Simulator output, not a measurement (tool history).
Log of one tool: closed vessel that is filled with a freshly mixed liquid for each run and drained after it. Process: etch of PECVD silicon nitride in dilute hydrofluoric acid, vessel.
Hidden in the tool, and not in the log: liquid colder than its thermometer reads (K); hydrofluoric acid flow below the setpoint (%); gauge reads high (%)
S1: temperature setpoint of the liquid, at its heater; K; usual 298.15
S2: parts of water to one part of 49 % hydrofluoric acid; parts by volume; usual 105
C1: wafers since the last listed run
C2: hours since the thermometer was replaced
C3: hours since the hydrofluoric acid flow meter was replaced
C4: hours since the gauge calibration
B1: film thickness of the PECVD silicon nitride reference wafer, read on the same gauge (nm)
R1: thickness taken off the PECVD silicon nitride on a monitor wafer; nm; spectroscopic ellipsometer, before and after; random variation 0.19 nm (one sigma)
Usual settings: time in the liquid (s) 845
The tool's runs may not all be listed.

run 1 hour=0 | S1=295.65 S2=105 time_in_the_liquid_(s)=845 | C1=0 C2=1365.6 C3=1631.1 C4=206.1 | B1=50.03 | R1=21.67
run 2 hour=24.7 | S1=298.15 S2=105 time_in_the_liquid_(s)=845 | C1=1169 C2=1390.3 C3=1655.8 C4=230.8 | B1=49.99 | R1=25.84
run 3 hour=41.2 | S1=298.15 S2=135 time_in_the_liquid_(s)=1025 | C1=781 C2=1406.8 C3=1672.3 C4=247.3 | B1=49.99 | R1=24.66
run 4 hour=74.7 | S1=298.15 S2=135 time_in_the_liquid_(s)=1025 | C1=1586 C2=1440.3 C3=1705.8 C4=280.8 | B1=50 | R1=24.42
run 5 hour=102.1 | S1=298.15 S2=135 time_in_the_liquid_(s)=1025 | C1=1297 C2=1467.7 C3=1733.2 C4=308.2 | B1=50.03 | R1=24.48
run 6 hour=127.7 | S1=295.15 S2=105 time_in_the_liquid_(s)=845 | C1=1212 C2=1493.3 C3=1758.8 C4=333.8 | B1=50.02 | R1=20.74
run 7 hour=147.8 | S1=295.15 S2=105 time_in_the_liquid_(s)=845 | C1=951 C2=1513.4 C3=1778.9 C4=353.9 | B1=50.02 | R1=21.2
run 8 hour=168.7 | S1=298.15 S2=105 time_in_the_liquid_(s)=845 | C1=989 C2=1534.3 C3=1799.8 C4=374.8 | B1=50 | R1=25.9
run 9 hour=186.3 | S1=298.15 S2=85 time_in_the_liquid_(s)=845 | C1=833 C2=1551.9 C3=1817.4 C4=392.4 | B1=50 | R1=31.49
-- hour=200.8 hydrofluoric acid flow meter replaced
run 10 hour=210.2 | S1=298.15 S2=130 time_in_the_liquid_(s)=845 | C1=1084 C2=1575.8 C3=9.4 C4=416.3 | B1=50.01 | R1=20.85
run 11 hour=234.6 | S1=298.15 S2=105 time_in_the_liquid_(s)=845 | C1=1155 C2=1600.2 C3=33.8 C4=440.7 | B1=50 | R1=25.53
run 12 hour=256 | S1=295.65 S2=105 time_in_the_liquid_(s)=1205 | C1=1013 C2=1621.6 C3=55.2 C4=462.1 | B1=50.01 | R1=31.08
-- hour=285 thermometer replaced
run 13 hour=289.5 | S1=298.15 S2=145 time_in_the_liquid_(s)=845 | C1=1538 C2=4.5 C3=88.7 C4=495.6 | B1=49.96 | R1=18.75
-- hour=304.5 gauge calibrated
run 14 hour=325.1 | S1=301.65 S2=120 time_in_the_liquid_(s)=980 | C1=1685 C2=40.1 C3=124.3 C4=20.6 | B1=50.01 | R1=32.96

Forecast run 15:
run 15 hour=341.1 | S1=301.15 S2=90 time_in_the_liquid_(s)=565 | C1=757 C2=56.1 C3=140.3 C4=36.6 | B1=? | R1=?

B1: 50.03
R1: 24.52 nm
Without the tool's hidden state the same run would have given R1 24.52 nm.
